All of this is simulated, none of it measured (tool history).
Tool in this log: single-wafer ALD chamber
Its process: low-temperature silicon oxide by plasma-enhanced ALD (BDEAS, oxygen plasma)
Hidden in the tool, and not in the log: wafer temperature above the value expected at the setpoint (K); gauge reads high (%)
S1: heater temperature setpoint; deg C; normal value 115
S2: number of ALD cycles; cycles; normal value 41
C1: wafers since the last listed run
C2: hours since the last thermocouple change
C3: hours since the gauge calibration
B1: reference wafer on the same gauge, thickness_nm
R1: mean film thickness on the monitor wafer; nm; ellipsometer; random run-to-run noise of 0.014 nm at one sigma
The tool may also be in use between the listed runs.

| run | hour | S1 | S2 | C1 | C2 | C3 | B1 | R1 |
|---|---|---|---|---|---|---|---|---|
| 1 | 0.0 | 115 | 41 | 0 | 1581.4 | 585.9 | 5.927 | 5.688 |
| 2 | 26.3 | 115 | 41 | 157 | 1607.7 | 612.2 | 5.930 | 5.692 |
| 3 | 49.8 | 115 | 41 | 140 | 1631.2 | 635.7 | 5.929 | 5.681 |
| 4 | 69.7 | 112 | 45 | 118 | 1651.1 | 655.6 | 5.929 | 6.285 |
| 5 | 99.8 | 112 | 45 | 179 | 1681.2 | 685.7 | 5.931 | 6.260 |
| 6 | 126.5 | 112 | 45 | 159 | 1707.9 | 712.4 | 5.932 | 6.255 |
| 7 | 163.9 | 115 | 38 | 223 | 1745.3 | 749.8 | 5.926 | 5.269 |
| 8 | 185.7 | 115 | 38 | 130 | 1767.1 | 771.6 | 5.934 | 5.271 |
| 9 | 219.1 | 115 | 38 | 199 | 1800.5 | 805.0 | 5.927 | 5.261 |
| 10 | 235.7 | 115 | 41 | 99 | 1817.1 | 821.6 | 5.935 | 5.672 |
| 11 | 261.0 | 115 | 41 | 151 | 1842.4 | 846.9 | 5.931 | 5.671 |
| 12 | 275.8 | 118 | 43 | 88 | 1857.2 | 861.7 | 5.937 | 5.911 |
| 13 | 288.5 | 118 | 43 | 75 | 1869.9 | 874.4 | 5.931 | 5.923 |
| 14 | 306.4 | 125 | 41 | 106 | 1887.8 | 892.3 | 5.932 | 5.590 |
| 15 | 331.3 | 125 | 41 | 148 | 1912.7 | 917.2 | 5.934 | 5.571 |
| 16 | 350.7 | 125 | 41 | 115 | 1932.1 | 936.6 | 5.929 | 5.559 |
| 17 | 377.9 | 115 | 39 | 162 | 1959.3 | 963.8 | 5.931 | 5.367 |
| 18 | 428.1 | 115 | 35 | 299 | 2009.5 | 1014.0 | 5.929 | 4.834 |
| 19 | 451.2 | 125 | 41 | 138 | 2032.6 | 1037.1 | 5.931 | 5.608 |
| 20 | 480.8 | 105 | 43 | 176 | 2062.2 | 1066.7 | 5.931 | 6.055 |
| 21 | 505.3 | 125 | 44 | 146 | 2086.7 | 1091.2 | 5.925 | 6.007 |
| 22 | 527.9 | 120 | 41 | 135 | 2109.3 | 1113.8 | 5.928 | 5.627 |
|  | 541.0 | gauge calibrated |
| 23 | 562.3 | 100 | 41 | 205 | 2143.7 | 21.3 | 5.931 | 5.792 |
| 24 | 597.1 | 115 | 47 | 207 | 2178.5 | 56.1 | 5.924 | 6.509 |
|  | 624.2 | thermocouple changed; heater temperature recalibrated |
| 25 | 624.7 | 100 | 45 | 117 | 0.5 | 83.7 | 5.928 | 6.385 |
| 26 | 652.8 | 111 | 48 | 167 | 28.6 | 111.8 | 5.931 | 6.695 |
| 27 | 678.3 | 102 | 41 | 152 | 54.1 | 137.3 | 5.929 | 5.784 |
| 28 | 704.0 | 127 | 37 | 153 | 79.8 | 163.0 | 5.933 | 5.008 |
| 29 | 725.1 | 126 | 36 | 126 | 100.9 | 184.1 | 5.927 | 4.877 |
| 30 | 739.5 | 115 | 41 | 86 | 115.3 | 198.5 | 5.935 | 5.664 |
| 31 | 756.6 | 115 | 44 | 102 | 132.4 | 215.6 | 5.932 | 6.082 |
| 32 | 790.5 | 115 | 41 | 202 | 166.3 | 249.5 | 5.932 | 5.666 |
| 33 | 873.3 | 103 | 41 | 494 | 249.1 | 332.3 | 5.928 | 5.789 |
| 34 | 905.5 | 125 | 41 | 192 | 281.3 | 364.5 | 5.931 | 5.578 |
| 35 | 926.9 | 115 | 48 | 127 | 302.7 | 385.9 | 5.927 | 6.659 |
| 36 | 960.0 | 106 | 47 | 197 | 335.8 | 419.0 | 5.935 | 6.578 |
| 37 | 985.1 | 118 | 43 | 149 | 360.9 | 444.1 | 5.931 | 5.922 |

Across each entry between runs, compare the hidden state at the last listed run before it with the hidden state at the first listed run after it:
In the gap between runs 22 and 23: gauge calibrated (hour 541.0)
  no difference in the tool's unlogged condition between these two runs
In the gap between runs 24 and 25: thermocouple changed; heater temperature recalibrated (hour 624.2)
  no difference in the tool's unlogged condition between these two runs
